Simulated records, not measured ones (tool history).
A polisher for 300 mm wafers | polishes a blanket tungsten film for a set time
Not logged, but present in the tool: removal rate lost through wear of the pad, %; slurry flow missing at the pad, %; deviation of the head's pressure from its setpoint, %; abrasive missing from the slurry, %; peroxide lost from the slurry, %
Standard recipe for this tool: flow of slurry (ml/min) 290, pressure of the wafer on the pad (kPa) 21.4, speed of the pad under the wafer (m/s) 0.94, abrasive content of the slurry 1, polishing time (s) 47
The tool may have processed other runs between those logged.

run,hour,flow of slurry (ml/min),pressure of the wafer on the pad (kPa),speed of the pad under the wafer (m/s),abrasive content of the slurry,polishing time (s),wafers since the last listed run,wafers polished on this pad,hours since the slurry nozzle was cleaned,hours since the head pressure was calibrated,hours since the slurry blender was calibrated,hours since the slurry got fresh peroxide,"incoming thickness of the incoming film, nm",film removed (Å)
1,0,290,21.4,0.94,1,47,0,2284,211.1,234.1,82.8,102.3,1345,1509
# hour 8.3: worn pad replaced by a new one
2,97.1,290,21.4,0.94,1,47,758,723,308.2,331.2,179.9,199.4,1364.1,1493
# hour 161.8: slurry tank refilled with fresh slurry and peroxide
3,166,290,21.4,0.94,1,47,553,1277,377.1,400.1,248.8,4.2,1354.4,1563
# hour 187.8: slurry blender recalibrated
# hour 233.3: worn pad replaced by a new one
4,253.3,290,21.4,0.94,0.95,47,662,162,464.4,487.4,65.5,91.5,1329.5,1522
5,347.8,290,21.4,0.94,0.95,47,770,932,558.9,581.9,160,186,1363.3,1497
# hour 408.7: slurry tank refilled with fresh slurry and peroxide
6,414.1,290,21.4,0.94,1,47,532,1464,625.2,648.2,226.3,5.4,1365.9,1589
# hour 459.4: slurry blender recalibrated
# hour 468: worn pad replaced by a new one
7,497.4,290,21.4,0.78,1,47,629,239,708.5,731.5,38,88.7,1332.1,1256
# hour 498.6: slurry nozzle cleaned
8,547.9,290,21.4,0.78,1,47,403,643,49.3,782,88.5,139.2,1326.2,1259
9,604.7,340,15.9,1.12,1,54,462,1105,106.1,838.8,145.3,196,1343.8,1533
# hour 634.5: slurry tank refilled with fresh slurry and peroxide
# hour 688.5: slurry blender recalibrated
# hour 736.2: worn pad replaced by a new one
# hour 816.7: head pressure recalibrated
# hour 899.9: slurry tank refilled with fresh slurry and peroxide
10,928.5,290,21.4,0.94,1,47,2557,1542,429.9,111.8,240,28.6,1376,1559
# hour 962.1: slurry blender recalibrated
11,1025.5,290,21.4,0.94,1,41,774,2316,526.9,208.8,63.4,125.6,1350.6,1308
# hour 1032.2: worn pad replaced by a new one
12,1075.4,345,26.9,0.94,1,53,374,351,576.8,258.7,113.3,175.5,1361.9,2146
13,1125.7,290,21.4,0.94,1.1,47,409,761,627.1,309,163.6,225.8,1326.9,1536
14,1181.1,290,21.4,0.94,0.9,38,451,1212,682.5,364.4,219,281.2,1337.7,1180
# hour 1184.1: slurry tank refilled with fresh slurry and peroxide
# hour 1201.4: slurry blender recalibrated
15,1245.8,365,28.3,1.08,1,32,502,1715,747.2,429.1,44.4,61.7,1357.9,1629
# hour 1272.7: worn pad replaced by a new one
16,1295.4,290,26.2,0.7,1,47,371,185,796.8,478.7,94,111.3,1351.3,1397

Here are 5 independent what-if runs from the current tool condition. What would each one return?
A,1295.8,390,21.4,0.94,1,47,3,188,797.2,479.1,94.4,111.7,1339.1,?
B,1295.8,375,21.4,0.94,1.3,56,3,188,797.2,479.1,94.4,111.7,1339.1,?
C,1295.8,260,21.4,1.22,1.3,32,3,188,797.2,479.1,94.4,111.7,1339.1,?
D,1295.8,290,17.9,0.94,1.25,47,3,188,797.2,479.1,94.4,111.7,1339.1,?
E,1295.8,290,21.4,1.12,1,47,3,188,797.2,479.1,94.4,111.7,1339.1,?

run,film removed (Å)
A,1528
B,1906
C,1386
D,1314
E,1792
The same runs, with their run-to-run variation unchanged, on a tool lacking any hidden condition would have given:
run,film removed (Å)
A,1609
B,2007
C,1459
D,1383
E,1887

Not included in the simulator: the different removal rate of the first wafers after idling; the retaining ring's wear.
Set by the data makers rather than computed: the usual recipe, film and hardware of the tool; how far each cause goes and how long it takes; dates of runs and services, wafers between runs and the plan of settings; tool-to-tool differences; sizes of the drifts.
